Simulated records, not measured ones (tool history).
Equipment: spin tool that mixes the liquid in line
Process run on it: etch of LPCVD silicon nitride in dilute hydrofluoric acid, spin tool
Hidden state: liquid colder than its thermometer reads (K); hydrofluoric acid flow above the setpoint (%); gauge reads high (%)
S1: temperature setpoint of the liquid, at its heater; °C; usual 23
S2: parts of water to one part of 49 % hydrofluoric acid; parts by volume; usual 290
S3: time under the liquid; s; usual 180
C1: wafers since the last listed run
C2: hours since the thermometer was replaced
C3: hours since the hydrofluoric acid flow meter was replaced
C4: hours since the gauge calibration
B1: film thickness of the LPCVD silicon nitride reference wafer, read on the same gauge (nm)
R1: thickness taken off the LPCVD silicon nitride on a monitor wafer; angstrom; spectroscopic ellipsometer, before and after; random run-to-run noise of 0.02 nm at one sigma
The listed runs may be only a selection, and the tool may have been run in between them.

run	hour	S1	S2	S3	C1	C2	C3	C4	B1	R1
1	0	23	290	180	0	731.8	1550.5	2634.7	60.013	3.34
2	51.6	23	290	180	382	783.4	1602.1	2686.3	60.003	2.84
3	133.4	23	290	100	606	865.2	1683.9	2768.1	60.009	1.8
4	173.8	23	290	100	299	905.6	1724.3	2808.5	60.021	1.85
5	261.7	23	290	100	651	993.5	1812.2	2896.4	59.997	1.56
# hour 359.7: thermometer replaced
# hour 479.9: hydrofluoric acid flow meter replaced
6	582.8	23	380	180	2364	223.1	102.9	3217.5	59.973	2.6
7	847	23	380	180	1957	487.3	367.1	3481.7	60.021	2.54
8	933.6	23	380	180	641	573.9	453.7	3568.3	59.988	2.35
9	1041.1	23	290	180	796	681.4	561.2	3675.8	59.98	2.93
10	1112.6	23	400	180	529	752.9	632.7	3747.3	59.994	2.34
11	1158.8	23	400	180	342	799.1	678.9	3793.5	59.979	2.33
# hour 1199.5: gauge calibrated
12	1240.2	23	400	180	603	880.5	760.3	40.7	59.992	2.33
13	1331.6	23	290	180	677	971.9	851.7	132.1	60.008	2.89
14	1374.4	23	290	180	317	1014.7	894.5	174.9	59.966	3.32
15	1422.4	23	290	180	355	1062.7	942.5	222.9	60.003	3.42
16	1517.4	25.5	380	140	703	1157.7	1037.5	317.9	59.991	2.29
# hour 1580.8: thermometer replaced
17	1621.4	18.5	395	270	763	40.6	1141.5	421.9	59.997	2.67
18	1660.2	23	290	180	287	79.4	1180.3	460.7	59.949	3.27
19	1751.8	23	175	105	678	171	1271.9	552.3	60.001	3.23
20	1913.7	23	385	240	1199	332.9	1433.8	714.2	60.004	2.78
21	2002.1	18.5	365	270	654	421.3	1522.2	802.6	60.038	2.82
22	2096.6	23	400	180	700	515.8	1616.7	897.1	59.998	2.33
23	2156.6	23	290	180	444	575.8	1676.7	957.1	60.012	3.32
24	2217.9	23	390	220	454	637.1	1738	1018.4	59.986	2.87
25	2319.7	21.5	240	80	754	738.9	1839.8	1120.2	60.031	1.59
# hour 2338.7: hydrofluoric acid flow meter replaced
26	2424.6	19	155	265	769	843.8	85.9	1225.1	59.985	7.1
27	2506.7	24.5	290	85	608	925.9	168	1307.2	60.011	1.57
28	2578.1	27.5	410	180	529	997.3	239.4	1378.6	59.987	2.9
# hour 2646.2: thermometer replaced
29	2657.3	19	155	265	579	11.1	318.6	1457.8	59.985	6.61
30	2739	23	290	180	605	92.8	400.3	1539.5	59.98	3.12
31	3035.4	27	380	95	2196	389.2	696.7	1835.9	59.997	1.69
32	3086.4	23	290	75	377	440.2	747.7	1886.9	59.969	1.47
33	3177.4	23	290	180	674	531.2	838.7	1977.9	59.984	3.21

What differs in the tool's unlogged condition from the final listed run ahead of each entry between runs to the first listed run following it?
Run 5 -> run 6: thermometer replaced (hour 359.7); hydrofluoric acid flow meter replaced (hour 479.9)
  no hidden state differs between the two runs
Run 11 -> run 12: gauge calibrated (hour 1199.5)
  no hidden state differs between the two runs
Run 16 -> run 17: thermometer replaced (hour 1580.8)
  no hidden state differs between the two runs
Run 25 -> run 26: hydrofluoric acid flow meter replaced (hour 2338.7)
  no hidden state differs between the two runs
Run 28 -> run 29: thermometer replaced (hour 2646.2)
  no hidden state differs between the two runs

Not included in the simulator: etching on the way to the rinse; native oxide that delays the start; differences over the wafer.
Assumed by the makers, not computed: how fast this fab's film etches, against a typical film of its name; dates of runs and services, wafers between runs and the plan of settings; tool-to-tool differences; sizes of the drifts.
